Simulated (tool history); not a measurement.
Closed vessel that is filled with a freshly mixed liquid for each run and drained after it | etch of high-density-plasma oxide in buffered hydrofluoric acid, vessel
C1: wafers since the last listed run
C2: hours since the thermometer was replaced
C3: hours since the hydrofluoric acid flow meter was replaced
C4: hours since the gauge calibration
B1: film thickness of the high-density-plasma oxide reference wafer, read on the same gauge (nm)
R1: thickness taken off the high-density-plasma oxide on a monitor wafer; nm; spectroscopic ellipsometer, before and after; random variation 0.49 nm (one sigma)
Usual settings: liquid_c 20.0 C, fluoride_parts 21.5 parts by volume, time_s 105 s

{"run": 1, "hour": 0.0, "liquid_c": 23.0, "fluoride_parts": 21.5, "time_s": 105, "C1": 0, "C2": 2137.3, "C3": 1712.0, "C4": 962.3, "B1": 29.97, "R1": 62.49}
{"run": 2, "hour": 48.1, "liquid_c": 17.0, "fluoride_parts": 16.5, "time_s": 105, "C1": 5397, "C2": 2185.4, "C3": 1760.1, "C4": 1010.4, "B1": 30.01, "R1": 56.94}
{"run": 3, "hour": 80.1, "liquid_c": 17.0, "fluoride_parts": 16.5, "time_s": 105, "C1": 3591, "C2": 2217.4, "C3": 1792.1, "C4": 1042.4, "B1": 30.01, "R1": 56.88}
{"run": 4, "hour": 110.7, "liquid_c": 17.0, "fluoride_parts": 16.5, "time_s": 105, "C1": 3434, "C2": 2248.0, "C3": 1822.7, "C4": 1073.0, "B1": 29.98, "R1": 57.28}
{"run": 5, "hour": 181.3, "liquid_c": 20.0, "fluoride_parts": 21.5, "time_s": 105, "C1": 7922, "C2": 2318.6, "C3": 1893.3, "C4": 1143.6, "B1": 29.99, "R1": 52.31}
{"run": 6, "hour": 222.2, "liquid_c": 20.0, "fluoride_parts": 24.5, "time_s": 105, "C1": 4589, "C2": 2359.5, "C3": 1934.2, "C4": 1184.5, "B1": 30.0, "R1": 48.03}
{"run": 7, "hour": 247.5, "liquid_c": 18.5, "fluoride_parts": 16.5, "time_s": 105, "C1": 2839, "C2": 2384.8, "C3": 1959.5, "C4": 1209.8, "B1": 29.98, "R1": 62.6}
{"run": 8, "hour": 296.5, "liquid_c": 18.5, "fluoride_parts": 16.5, "time_s": 105, "C1": 5498, "C2": 2433.8, "C3": 2008.5, "C4": 1258.8, "B1": 29.98, "R1": 61.78}
{"run": 9, "hour": 364.1, "liquid_c": 18.5, "fluoride_parts": 16.5, "time_s": 105, "C1": 7586, "C2": 2501.4, "C3": 2076.1, "C4": 1326.4, "B1": 29.98, "R1": 61.15}
{"hour": 402.8, "done": "thermometer replaced"}
{"run": 10, "hour": 403.3, "liquid_c": 20.0, "fluoride_parts": 21.5, "time_s": 105, "C1": 4286, "C2": 0.5, "C3": 2115.3, "C4": 1365.6, "B1": 30.01, "R1": 53.17}
{"hour": 451.7, "done": "gauge calibrated"}
{"run": 11, "hour": 460.0, "liquid_c": 20.0, "fluoride_parts": 21.5, "time_s": 105, "C1": 6363, "C2": 57.2, "C3": 2172.0, "C4": 8.3, "B1": 30.0, "R1": 53.65}
{"run": 12, "hour": 500.9, "liquid_c": 20.0, "fluoride_parts": 15.0, "time_s": 60, "C1": 4589, "C2": 98.1, "C3": 2212.9, "C4": 49.2, "B1": 30.01, "R1": 41.58}
{"run": 13, "hour": 538.2, "liquid_c": 20.0, "fluoride_parts": 21.5, "time_s": 165, "C1": 4185, "C2": 135.4, "C3": 2250.2, "C4": 86.5, "B1": 29.97, "R1": 83.41}
{"run": 14, "hour": 585.9, "liquid_c": 24.5, "fluoride_parts": 17.0, "time_s": 60, "C1": 5353, "C2": 183.1, "C3": 2297.9, "C4": 134.2, "B1": 30.02, "R1": 48.22}
{"run": 15, "hour": 705.3, "liquid_c": 18.5, "fluoride_parts": 16.5, "time_s": 105, "C1": 13399, "C2": 302.5, "C3": 2417.3, "C4": 253.6, "B1": 30.0, "R1": 61.73}
{"run": 16, "hour": 750.7, "liquid_c": 18.0, "fluoride_parts": 28.0, "time_s": 155, "C1": 5094, "C2": 347.9, "C3": 2462.7, "C4": 299.0, "B1": 30.02, "R1": 58.71}
{"hour": 757.9, "done": "hydrofluoric acid flow meter replaced"}
{"run": 17, "hour": 965.7, "liquid_c": 20.0, "fluoride_parts": 19.0, "time_s": 130, "C1": 24015, "C2": 562.9, "C3": 207.8, "C4": 514.0, "B1": 29.99, "R1": 72.86}
{"run": 18, "hour": 1018.2, "liquid_c": 25.0, "fluoride_parts": 16.5, "time_s": 105, "C1": 5891, "C2": 615.4, "C3": 260.3, "C4": 566.5, "B1": 29.99, "R1": 88.47}
{"run": 19, "hour": 1067.8, "liquid_c": 20.0, "fluoride_parts": 21.5, "time_s": 105, "C1": 5566, "C2": 665.0, "C3": 309.9, "C4": 616.1, "B1": 30.0, "R1": 52.28}
{"run": 20, "hour": 1103.0, "liquid_c": 17.0, "fluoride_parts": 21.5, "time_s": 105, "C1": 3950, "C2": 700.2, "C3": 345.1, "C4": 651.3, "B1": 30.0, "R1": 44.8}
{"run": 21, "hour": 1174.6, "liquid_c": 17.5, "fluoride_parts": 27.0, "time_s": 45, "C1": 8035, "C2": 771.8, "C3": 416.7, "C4": 722.9, "B1": 29.97, "R1": 16.54}
{"run": 22, "hour": 1209.6, "liquid_c": 24.0, "fluoride_parts": 26.5, "time_s": 130, "C1": 3927, "C2": 806.8, "C3": 451.7, "C4": 757.9, "B1": 30.02, "R1": 70.43}
{"run": 23, "hour": 1270.2, "liquid_c": 23.0, "fluoride_parts": 15.5, "time_s": 40, "C1": 6800, "C2": 867.4, "C3": 512.3, "C4": 818.5, "B1": 29.98, "R1": 32.86}

4 ways to go on from here, each from the tool as it stands after run 23. What would each give?
{"run": "A", "hour": 1270.9, "liquid_c": 20.0, "fluoride_parts": 21.5, "time_s": 50, "C1": 78, "C2": 868.1, "C3": 513.0, "C4": 819.2, "B1": "?", "R1": "?"}
{"run": "B", "hour": 1270.9, "liquid_c": 22.0, "fluoride_parts": 18.0, "time_s": 105, "C1": 78, "C2": 868.1, "C3": 513.0, "C4": 819.2, "B1": "?", "R1": "?"}
{"run": "C", "hour": 1270.9, "liquid_c": 24.0, "fluoride_parts": 24.5, "time_s": 130, "C1": 78, "C2": 868.1, "C3": 513.0, "C4": 819.2, "B1": "?", "R1": "?"}
{"run": "D", "hour": 1270.9, "liquid_c": 20.0, "fluoride_parts": 21.5, "time_s": 40, "C1": 78, "C2": 868.1, "C3": 513.0, "C4": 819.2, "B1": "?", "R1": "?"}

run=A B1=30.00 R1=25.19
run=B B1=30.00 R1=68.99
run=C B1=30.00 R1=74.74
run=D B1=30.00 R1=20.15
Without the tool's hidden state the same runs would have given:
run=A R1=25.19
run=B R1=68.99
run=C R1=74.74
run=D R1=20.15
